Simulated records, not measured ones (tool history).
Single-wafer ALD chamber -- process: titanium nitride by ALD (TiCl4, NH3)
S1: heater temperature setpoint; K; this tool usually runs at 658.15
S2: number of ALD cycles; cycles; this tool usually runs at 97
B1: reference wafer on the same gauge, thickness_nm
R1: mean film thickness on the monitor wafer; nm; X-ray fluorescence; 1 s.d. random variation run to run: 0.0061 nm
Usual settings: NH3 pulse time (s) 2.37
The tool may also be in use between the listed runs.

{"run": 1, "hour": 0.0, "S1": 658.15, "S2": 108, "NH3 pulse time (s)": 2.37, "B1": 1.971, "R1": 2.729}
{"run": 2, "hour": 13.9, "S1": 658.15, "S2": 108, "NH3 pulse time (s)": 2.37, "B1": 1.97, "R1": 2.728}
{"run": 3, "hour": 30.9, "S1": 658.15, "S2": 97, "NH3 pulse time (s)": 2.37, "B1": 1.971, "R1": 2.453}
{"run": 4, "hour": 61.8, "S1": 658.15, "S2": 97, "NH3 pulse time (s)": 2.37, "B1": 1.97, "R1": 2.464}
{"run": 5, "hour": 84.6, "S1": 658.15, "S2": 97, "NH3 pulse time (s)": 2.37, "B1": 1.969, "R1": 2.459}
{"run": 6, "hour": 100.4, "S1": 650.15, "S2": 97, "NH3 pulse time (s)": 2.37, "B1": 1.971, "R1": 2.437}
{"run": 7, "hour": 116.8, "S1": 650.15, "S2": 97, "NH3 pulse time (s)": 2.37, "B1": 1.971, "R1": 2.445}
{"run": 8, "hour": 172.9, "S1": 650.15, "S2": 97, "NH3 pulse time (s)": 2.37, "B1": 1.971, "R1": 2.44}
{"run": 9, "hour": 191.9, "S1": 658.15, "S2": 97, "NH3 pulse time (s)": 2.37, "B1": 1.97, "R1": 2.451}
{"run": 10, "hour": 225.1, "S1": 658.15, "S2": 85, "NH3 pulse time (s)": 2.63, "B1": 1.969, "R1": 2.145}
{"run": 11, "hour": 256.1, "S1": 658.15, "S2": 85, "NH3 pulse time (s)": 2.63, "B1": 1.969, "R1": 2.163}
{"run": 12, "hour": 278.2, "S1": 658.15, "S2": 85, "NH3 pulse time (s)": 2.63, "B1": 1.971, "R1": 2.153}
{"run": 13, "hour": 297.1, "S1": 665.15, "S2": 97, "NH3 pulse time (s)": 2.37, "B1": 1.971, "R1": 2.46}
{"run": 14, "hour": 332.4, "S1": 658.15, "S2": 97, "NH3 pulse time (s)": 2.37, "B1": 1.971, "R1": 2.457}
{"run": 15, "hour": 354.2, "S1": 653.15, "S2": 97, "NH3 pulse time (s)": 2.37, "B1": 1.97, "R1": 2.442}
{"run": 16, "hour": 368.6, "S1": 653.15, "S2": 97, "NH3 pulse time (s)": 2.37, "B1": 1.972, "R1": 2.443}
{"run": 17, "hour": 381.7, "S1": 658.15, "S2": 101, "NH3 pulse time (s)": 2.37, "B1": 1.969, "R1": 2.548}
{"run": 18, "hour": 395.5, "S1": 658.15, "S2": 101, "NH3 pulse time (s)": 2.37, "B1": 1.969, "R1": 2.557}
{"run": 19, "hour": 423.8, "S1": 664.15, "S2": 97, "NH3 pulse time (s)": 2.93, "B1": 1.97, "R1": 2.474}
{"run": 20, "hour": 445.0, "S1": 652.15, "S2": 97, "NH3 pulse time (s)": 3.04, "B1": 1.97, "R1": 2.463}
{"run": 21, "hour": 475.1, "S1": 658.15, "S2": 92, "NH3 pulse time (s)": 1.5, "B1": 1.97, "R1": 2.301}
{"hour": 504.2, "done": "showerhead replaced"}
{"run": 22, "hour": 504.7, "S1": 658.15, "S2": 97, "NH3 pulse time (s)": 3.01, "B1": 1.97, "R1": 2.474}
{"run": 23, "hour": 532.0, "S1": 658.15, "S2": 97, "NH3 pulse time (s)": 2.37, "B1": 1.971, "R1": 2.449}
{"run": 24, "hour": 557.5, "S1": 658.15, "S2": 97, "NH3 pulse time (s)": 2.37, "B1": 1.969, "R1": 2.446}
{"hour": 574.0, "done": "gauge calibrated"}
{"run": 25, "hour": 579.4, "S1": 652.15, "S2": 97, "NH3 pulse time (s)": 2.37, "B1": 1.97, "R1": 2.442}
{"run": 26, "hour": 611.2, "S1": 658.15, "S2": 97, "NH3 pulse time (s)": 3.24, "B1": 1.969, "R1": 2.469}
{"hour": 632.3, "done": "thermocouple changed; heater temperature recalibrated"}
{"run": 27, "hour": 632.8, "S1": 658.15, "S2": 97, "NH3 pulse time (s)": 3.07, "B1": 1.972, "R1": 2.474}
{"run": 28, "hour": 667.3, "S1": 673.15, "S2": 104, "NH3 pulse time (s)": 2.37, "B1": 1.97, "R1": 2.663}
{"run": 29, "hour": 691.7, "S1": 658.15, "S2": 97, "NH3 pulse time (s)": 2.37, "B1": 1.97, "R1": 2.452}
{"run": 30, "hour": 709.3, "S1": 651.15, "S2": 97, "NH3 pulse time (s)": 1.58, "B1": 1.969, "R1": 2.426}
{"run": 31, "hour": 737.6, "S1": 664.15, "S2": 84, "NH3 pulse time (s)": 2.37, "B1": 1.97, "R1": 2.129}
{"run": 32, "hour": 751.1, "S1": 665.15, "S2": 90, "NH3 pulse time (s)": 2.37, "B1": 1.97, "R1": 2.283}
{"run": 33, "hour": 850.8, "S1": 665.15, "S2": 97, "NH3 pulse time (s)": 1.84, "B1": 1.97, "R1": 2.45}
{"run": 34, "hour": 867.2, "S1": 658.15, "S2": 104, "NH3 pulse time (s)": 2.37, "B1": 1.969, "R1": 2.631}
{"run": 35, "hour": 902.5, "S1": 658.15, "S2": 97, "NH3 pulse time (s)": 2.37, "B1": 1.969, "R1": 2.462}
{"run": 36, "hour": 933.8, "S1": 658.15, "S2": 97, "NH3 pulse time (s)": 2.37, "B1": 1.971, "R1": 2.451}
{"run": 37, "hour": 955.2, "S1": 648.15, "S2": 90, "NH3 pulse time (s)": 1.82, "B1": 1.97, "R1": 2.229}
{"run": 38, "hour": 973.1, "S1": 658.15, "S2": 97, "NH3 pulse time (s)": 1.73, "B1": 1.969, "R1": 2.436}
{"run": 39, "hour": 988.3, "S1": 658.15, "S2": 97, "NH3 pulse time (s)": 2.37, "B1": 1.968, "R1": 2.456}
{"run": 40, "hour": 1009.8, "S1": 658.15, "S2": 97, "NH3 pulse time (s)": 2.37, "B1": 1.97, "R1": 2.442}
{"run": 41, "hour": 1030.7, "S1": 658.15, "S2": 97, "NH3 pulse time (s)": 1.82, "B1": 1.97, "R1": 2.428}

What the log doesn't show, run by run:
wafer temperature above the value expected at the setpoint (K): 0, the same for each run
gauge reads high (%): 0, the same for each run
